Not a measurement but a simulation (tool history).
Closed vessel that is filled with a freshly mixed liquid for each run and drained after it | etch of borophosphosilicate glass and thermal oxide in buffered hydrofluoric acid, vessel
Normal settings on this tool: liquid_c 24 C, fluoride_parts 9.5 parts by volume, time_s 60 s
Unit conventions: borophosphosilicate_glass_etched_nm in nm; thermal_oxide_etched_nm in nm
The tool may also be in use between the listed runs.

run	hour	liquid_c	fluoride_parts	time_s	wafers since the last listed run	hours since the thermometer was replaced	hours since the hydrofluoric acid flow meter was replaced	hours since the gauge calibration	read-back film thickness of the borophosphosilicate glass reference wafer, read on the same gauge (nm)	read-back film thickness of the thermal oxide reference wafer, read on the same gauge (nm)	borophosphosilicate_glass_etched_nm	thermal_oxide_etched_nm
1	0	24	8.5	60	0	2658.5	1442.6	42.8	140.02	60.04	237.31	71.42
2	15.9	24	8.5	60	1626	2674.4	1458.5	58.7	140	60.02	237.7	71.2
3	23.6	24	9.5	60	787	2682.1	1466.2	66.4	139.96	60.01	210.35	63.61
4	72.6	24	9.5	60	5011	2731.1	1515.2	115.4	140.02	60	210.36	63.7
5	83.7	24	9.5	60	1135	2742.2	1526.3	126.5	140.01	60.02	210.64	63.66
# hour 86.6: gauge calibrated
6	99.9	27	9.5	60	1656	2758.4	1542.5	13.3	140.01	60.01	248.3	75.6
# hour 103.3: hydrofluoric acid flow meter replaced
7	111.2	24	9.5	60	1053	2769.7	7.9	24.6	140	59.97	194.22	59.06
# hour 113.7: thermometer replaced
8	128.4	24	7	45	1656	14.7	25.1	41.8	139.98	59.97	225.83	69.28
9	137.5	24	8	80	930	23.8	34.2	50.9	139.96	60	348.6	105.28
10	145.2	24	9.5	60	787	31.5	41.9	58.6	140.01	60.01	221.14	67.23
11	157.2	27.5	7	30	1227	43.5	53.9	70.6	140.02	60	181.84	55.64
12	182.3	21.5	13	60	2566	68.6	79	95.7	140	60	145.26	43.89
13	199.7	24	9.5	60	1779	86	96.4	113.1	140.03	60.01	222.51	67.33
14	211.7	26	9.5	50	1227	98	108.4	125.1	139.98	60.01	205.52	61.94
15	220.2	22.5	10.5	45	869	106.5	116.9	133.6	139.99	60.03	141.86	43.1

4 ways to go on from here, each from the tool as it stands after run 15. What would each give?
A	220.9	28.5	9.5	60	71	107.2	117.6	134.3	?	?	?	?
B	220.9	27.5	10.5	60	71	107.2	117.6	134.3	?	?	?	?
C	220.9	20	12.5	80	71	107.2	117.6	134.3	?	?	?	?
D	220.9	24	9.5	30	71	107.2	117.6	134.3	?	?	?	?

run	read-back film thickness of the borophosphosilicate glass reference wafer, read on the same gauge (nm)	read-back film thickness of the thermal oxide reference wafer, read on the same gauge (nm)	borophosphosilicate_glass_etched_nm	thermal_oxide_etched_nm
A	140	60.01	280.38	86.05
B	140	60.01	246.63	75.71
C	140	60.01	184.55	56.46
D	140	60.01	110.31	33.77
What these runs would have given with no unlogged condition in the tool:
run	borophosphosilicate_glass_etched_nm	thermal_oxide_etched_nm
A	284.35	87.3
B	248.94	76.45
C	186.47	57.07
D	111.94	34.28
